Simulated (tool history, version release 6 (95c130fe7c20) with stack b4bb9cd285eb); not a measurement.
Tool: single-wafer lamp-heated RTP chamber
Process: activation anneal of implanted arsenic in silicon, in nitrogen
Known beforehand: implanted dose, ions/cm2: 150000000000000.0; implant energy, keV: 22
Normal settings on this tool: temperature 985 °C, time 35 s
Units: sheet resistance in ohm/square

run,hour,temperature,time,"read-back reference wafer on the same gauge, sheet resistance",sheet resistance
1,0,985,35,552.94,487.1
2,15.3,985,35,552.58,486.26
3,24.7,985,35,552.96,487.02
4,32,985,22,553.23,488.01
5,38.6,985,22,553.71,486.9
6,61.3,985,22,553.6,488.75
7,67.7,985,35,554.37,486.93
8,75.3,985,35,554.62,487.18
9,84.9,985,35,554.35,487.99
10,91.6,985,35,554.59,487.07
11,100,991,35,554.72,487.09
12,112.8,991,35,554.92,487.01
13,128.2,994,16,555.71,491.07
14,158,1003,22,556.4,489.46
15,173.3,975,15,556.49,492.54
16,185.7,1007,47,556.71,483.72
17,199.8,968,42,557.58,489.86
# hour 215.4: reflector plate cleaned
18,215.9,985,35,557.37,489.97
19,224.5,1012,15,557.71,491.52
20,233,985,35,557.71,490.8
21,247.7,985,54,558.01,488.9
22,255.9,963,23,558.28,493.18
23,269.1,1007,16,558.48,492.13
24,286.9,985,35,558.85,491.49
# hour 293.7: gauge calibrated
# hour 295.8: pyrometer window cleaned and pyrometer calibrated
25,296.3,994,46,548.24,478.24
26,309.7,1007,35,548.12,479.72
27,346.1,985,35,549.56,482.62
28,366.1,971,44,549.46,482.57
29,382.9,985,52,549.91,480.57
30,391.2,985,49,550.3,482.22
31,403.9,985,35,550.49,483.48
32,421.5,1011,35,551.35,480.84
33,431.7,985,35,550.79,484.18
34,443,1003,15,551.09,486.61
35,450.5,999,20,551.76,485.99
36,465.7,972,23,551.81,486.46
37,482.3,985,25,551.96,487

4 options for the next run, each taken on its own from the tool as it stands now. Forecast them:
A,482.7,968,35,?,?
B,482.7,958,27,?,?
C,482.7,998,20,?,?
D,482.7,985,56,?,?

run,"read-back reference wafer on the same gauge, sheet resistance",sheet resistance
A,552.24,486.75
B,552.24,487.71
C,552.24,486.9
D,552.24,483.59
Without the tool's hidden state the same runs would have given:
run,sheet resistance
A,483.93
B,484.89
C,484.08
D,480.79
